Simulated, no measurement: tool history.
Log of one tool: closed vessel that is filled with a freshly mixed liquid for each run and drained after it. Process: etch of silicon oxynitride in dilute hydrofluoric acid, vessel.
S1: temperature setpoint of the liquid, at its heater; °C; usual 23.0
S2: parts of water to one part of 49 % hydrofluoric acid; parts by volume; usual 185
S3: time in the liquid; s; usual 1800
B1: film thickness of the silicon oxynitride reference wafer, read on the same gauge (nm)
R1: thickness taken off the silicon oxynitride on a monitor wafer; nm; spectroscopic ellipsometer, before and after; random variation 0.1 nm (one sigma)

| run | hour | S1 | S2 | S3 | B1 | R1 |
|---|---|---|---|---|---|---|
| 1 | 0.0 | 23.0 | 185 | 1800 | 130.02 | 17.72 |
| 2 | 17.7 | 23.0 | 185 | 1800 | 129.99 | 17.40 |
| 3 | 30.6 | 23.0 | 185 | 1800 | 130.00 | 17.68 |
| 4 | 46.5 | 23.0 | 185 | 1800 | 130.02 | 17.33 |
| 5 | 54.5 | 23.0 | 185 | 1800 | 129.99 | 17.55 |
| 6 | 62.4 | 23.0 | 185 | 1800 | 130.01 | 17.65 |
| 7 | 79.9 | 23.0 | 185 | 1800 | 130.01 | 17.64 |
| 8 | 92.6 | 23.0 | 185 | 1800 | 130.00 | 17.15 |
| 9 | 101.0 | 23.0 | 185 | 1400 | 129.98 | 13.51 |
| 10 | 108.1 | 20.0 | 135 | 2160 | 130.00 | 26.17 |
|  | 112.5 | thermometer replaced |
| 11 | 144.0 | 23.0 | 185 | 1800 | 130.01 | 15.37 |
| 12 | 195.6 | 20.5 | 185 | 1800 | 130.00 | 13.71 |
| 13 | 208.6 | 25.0 | 160 | 1205 | 130.02 | 13.23 |
| 14 | 217.3 | 23.0 | 185 | 1800 | 129.99 | 15.30 |
| 15 | 224.1 | 23.0 | 185 | 1800 | 129.99 | 15.31 |
| 16 | 232.3 | 18.0 | 245 | 880 | 130.00 | 4.28 |
| 17 | 238.4 | 23.0 | 185 | 1800 | 129.99 | 15.23 |
| 18 | 254.8 | 23.0 | 235 | 1800 | 130.01 | 11.52 |
| 19 | 269.4 | 23.0 | 185 | 1800 | 129.97 | 15.12 |
|  | 278.7 | hydrofluoric acid flow meter replaced |
| 20 | 284.1 | 23.0 | 140 | 1505 | 129.96 | 18.49 |
|  | 284.6 | gauge calibrated |
| 21 | 292.0 | 23.0 | 185 | 1800 | 130.01 | 16.18 |
| 22 | 308.0 | 21.5 | 160 | 1070 | 130.03 | 10.47 |
| 23 | 317.7 | 19.5 | 245 | 2265 | 129.98 | 12.65 |
| 24 | 329.5 | 27.0 | 215 | 2255 | 130.01 | 20.23 |
| 25 | 370.8 | 23.0 | 185 | 1800 | 130.00 | 15.92 |
| 26 | 379.1 | 23.0 | 210 | 1800 | 130.01 | 13.95 |
| 27 | 389.9 | 23.0 | 185 | 1800 | 130.02 | 15.89 |
| 28 | 398.9 | 23.0 | 185 | 2805 | 129.96 | 24.93 |
| 29 | 408.0 | 18.5 | 260 | 1225 | 129.98 | 5.99 |
| 30 | 422.4 | 18.0 | 245 | 880 | 129.99 | 4.50 |
| 31 | 437.8 | 21.5 | 215 | 2680 | 129.98 | 18.59 |
| 32 | 448.2 | 27.5 | 185 | 1800 | 129.97 | 19.28 |
| 33 | 482.8 | 23.0 | 185 | 1300 | 130.01 | 11.45 |

Measured less the same run without the tool's hidden state. The same run-to-run variation is in both; the gauge's scatter may not be:
The hidden state here: liquid hotter than its thermometer reads (K); hydrofluoric acid flow below the setpoint (%); gauge reads high (%).
| run | R1 |
|---|---|
| 1 | +1.53 |
| 2 | +1.47 |
| 3 | +1.47 |
| 4 | +1.41 |
| 5 | +1.41 |
| 6 | +1.41 |
| 7 | +1.37 |
| 8 | +1.30 |
| 9 | +1.01 |
| 10 | +2.18 |
| 11 | -0.73 |
| 12 | -0.73 |
| 13 | -0.73 |
| 14 | -0.86 |
| 15 | -0.88 |
| 16 | -0.26 |
| 17 | -0.91 |
| 18 | -0.74 |
| 19 | -0.97 |
| 20 | +0.16 |
| 21 | +0.12 |
| 22 | +0.06 |
| 23 | +0.05 |
| 24 | +0.03 |
| 25 | -0.04 |
| 26 | -0.05 |
| 27 | -0.07 |
| 28 | -0.14 |
| 29 | -0.04 |
| 30 | -0.04 |
| 31 | -0.20 |
| 32 | -0.25 |
| 33 | -0.17 |

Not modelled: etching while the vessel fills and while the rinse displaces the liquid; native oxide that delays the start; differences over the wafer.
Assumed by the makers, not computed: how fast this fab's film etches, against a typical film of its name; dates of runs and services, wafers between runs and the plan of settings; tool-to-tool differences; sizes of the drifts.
